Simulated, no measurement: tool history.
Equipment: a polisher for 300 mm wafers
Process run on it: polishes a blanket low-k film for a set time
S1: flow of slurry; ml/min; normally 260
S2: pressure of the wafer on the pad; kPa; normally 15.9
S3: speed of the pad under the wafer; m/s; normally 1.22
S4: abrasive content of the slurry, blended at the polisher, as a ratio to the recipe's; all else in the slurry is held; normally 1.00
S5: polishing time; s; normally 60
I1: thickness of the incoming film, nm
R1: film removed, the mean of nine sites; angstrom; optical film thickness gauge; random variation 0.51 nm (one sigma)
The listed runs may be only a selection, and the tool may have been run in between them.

run    hour   S1    S2    S3    S4  S5     I1   R1
  1     0.0  260  15.9  0.92  1.00  60  617.1  276
  2    23.5  260  15.9  1.22  1.00  60  616.7  323
       94.8  -- slurry blender recalibrated
  3    95.3  260  15.9  1.22  1.00  60  603.7  324
  4   125.8  260  15.9  1.22  1.00  60  601.5  325
      140.4  -- conditioning disc replaced and pad reconditioned
  5   159.2  260  15.9  1.22  1.00  60  614.9  356
  6   206.2  260  15.9  1.22  1.00  60  610.6  354
      217.9  -- slurry nozzle cleaned
  7   237.8  260  15.9  1.22  1.00  60  607.4  354
      259.0  -- worn pad replaced by a new one
  8   288.7  260  15.9  1.22  1.00  60  600.1  346
      341.4  -- slurry blender recalibrated
  9   342.1  260  15.9  1.22  1.00  60  623.3  338
 10   372.0  260  15.9  1.22  1.00  60  609.1  334
 11   396.6  260  15.9  1.22  1.00  60  622.7  331
      424.7  -- slurry nozzle cleaned
 12   468.0  210  11.0  1.50  1.20  60  609.3  302
      493.8  -- worn pad replaced by a new one
      542.3  -- slurry blender recalibrated
 13   582.7  260  15.9  1.00  1.00  67  600.0  316
 14   619.8  260  15.9  1.22  1.00  52  609.3  285
 15   646.9  260  13.1  1.22  1.30  60  605.1  308
      659.3  -- head pressure recalibrated
      660.4  -- conditioning disc replaced and pad reconditioned
      673.2  -- slurry nozzle cleaned
 16   697.5  260  15.9  1.22  1.00  60  612.2  366
      719.4  -- worn pad replaced by a new one
 17   757.6  225  15.9  1.02  1.00  45  613.8  237
      789.7  -- slurry blender recalibrated
 18   792.6  340  15.9  1.22  1.00  43  614.7  262
 19   831.3  260  20.7  1.22  1.10  60  596.9  457
 20   873.8  285  15.9  1.22  0.80  39  603.2  194
      923.7  -- slurry nozzle cleaned
 21   939.1  315  15.9  1.22  1.00  53  611.3  304
      969.7  -- worn pad replaced by a new one
 22   991.2  315  15.9  1.22  1.00  53  612.3  304
     1014.2  -- slurry blender recalibrated
 23  1019.2  260  15.9  1.54  1.00  60  617.7  384
 24  1046.7  205  15.9  1.22  0.75  60  605.8  273

5 options for the next run, each taken on its own from the tool as it stands now. Forecast them:
  A  1047.1  260  15.9  1.22  1.00  60  623.5   ?
  B  1047.1  260  15.9  1.60  1.00  60  623.5   ?
  C  1047.1  215  15.9  0.92  1.00  60  623.5   ?
  D  1047.1  330  15.9  1.22  1.00  48  623.5   ?
  E  1047.1  220  15.9  1.56  1.00  78  623.5   ?

run   R1
  A  331
  B  392
  C  272
  D  271
  E  492
Without the tool's unlogged condition, the same runs would have read:
run   R1
  A  367
  B  444
  C  295
  D  300
  E  555
